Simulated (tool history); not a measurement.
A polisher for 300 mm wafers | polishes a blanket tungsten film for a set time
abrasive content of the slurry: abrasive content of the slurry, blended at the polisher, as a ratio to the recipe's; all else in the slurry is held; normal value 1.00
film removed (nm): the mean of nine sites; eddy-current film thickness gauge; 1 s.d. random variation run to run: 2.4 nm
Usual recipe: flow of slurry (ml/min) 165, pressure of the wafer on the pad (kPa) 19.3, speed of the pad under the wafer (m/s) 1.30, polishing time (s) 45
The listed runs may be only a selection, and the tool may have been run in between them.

run	hour	flow of slurry (ml/min)	pressure of the wafer on the pad (kPa)	speed of the pad under the wafer (m/s)	abrasive content of the slurry	polishing time (s)	incoming thickness of the incoming film, nm	film removed (nm)
1	0.0	165	19.3	1.30	1.00	45	1216.3	234.1
2	28.7	165	19.3	1.30	1.00	45	1203.3	237.9
3	63.6	165	19.3	1.30	1.00	45	1194.7	231.1
4	96.5	165	19.3	1.30	1.00	45	1219.3	237.7
5	145.0	165	19.3	1.30	1.00	45	1216.5	234.7
6	208.6	165	19.3	1.30	1.00	45	1211.0	233.6
7	258.7	165	19.3	1.30	1.00	45	1196.5	231.9
8	313.3	165	19.3	1.30	1.00	45	1214.2	231.4
9	383.7	165	19.3	1.30	1.00	45	1206.2	231.3
10	491.1	165	19.3	1.30	1.00	35	1192.2	184.1
11	551.4	165	19.3	0.92	1.00	54	1206.8	199.3
12	594.1	165	19.3	1.30	1.10	45	1196.5	245.5
13	657.8	165	19.3	1.30	1.00	45	1208.3	238.4
14	711.2	115	15.2	1.72	1.20	45	1201.8	249.6
15	747.2	120	15.2	1.30	1.00	33	1211.2	133.4
16	799.2	165	15.9	0.86	1.00	33	1195.4	95.2
17	863.1	130	19.3	1.30	1.20	45	1190.3	241.1
18	919.5	145	19.3	1.72	1.20	51	1209.4	371.6
19	1007.6	120	14.5	1.30	1.00	34	1212.7	133.6
20	1067.6	165	19.3	1.30	1.00	45	1225.6	234.6

Not shown: 22 entries that the log had between the listed runs. Between which runs, and how does the tool's hidden state differ before and after?
From run 2 to run 3: slurry blender recalibrated (hour 55.2); head pressure recalibrated (hour 57.1)
  both runs share identical hidden conditions
From run 4 to run 5: slurry tank refilled with fresh slurry and peroxide (hour 122.7); slurry nozzle cleaned (hour 130.0)
  both runs share identical hidden conditions
From run 5 to run 6: worn pad replaced by a new one (hour 179.7)
  both runs share identical hidden conditions
From run 7 to run 8: slurry blender recalibrated (hour 277.9)
  both runs share identical hidden conditions
From run 8 to run 9: slurry tank refilled with fresh slurry and peroxide (hour 345.2); slurry nozzle cleaned (hour 357.3); worn pad replaced by a new one (hour 380.7)
  both runs share identical hidden conditions
From run 10 to run 11: slurry blender recalibrated (hour 515.1); slurry tank refilled with fresh slurry and peroxide (hour 550.9)
  both runs share identical hidden conditions
From run 11 to run 12: slurry nozzle cleaned (hour 583.0); head pressure recalibrated (hour 588.8); worn pad replaced by a new one (hour 593.6)
  both runs share identical hidden conditions
From run 13 to run 14: slurry blender recalibrated (hour 699.4)
  both runs share identical hidden conditions
From run 15 to run 16: slurry tank refilled with fresh slurry and peroxide (hour 780.3)
  both runs share identical hidden conditions
From run 16 to run 17: slurry nozzle cleaned (hour 806.2); worn pad replaced by a new one (hour 827.1)
  both runs share identical hidden conditions
From run 18 to run 19: slurry blender recalibrated (hour 927.9); slurry tank refilled with fresh slurry and peroxide (hour 977.8)
  both runs share identical hidden conditions
From run 19 to run 20: slurry nozzle cleaned (hour 1024.6); worn pad replaced by a new one (hour 1042.7)
  both runs share identical hidden conditions

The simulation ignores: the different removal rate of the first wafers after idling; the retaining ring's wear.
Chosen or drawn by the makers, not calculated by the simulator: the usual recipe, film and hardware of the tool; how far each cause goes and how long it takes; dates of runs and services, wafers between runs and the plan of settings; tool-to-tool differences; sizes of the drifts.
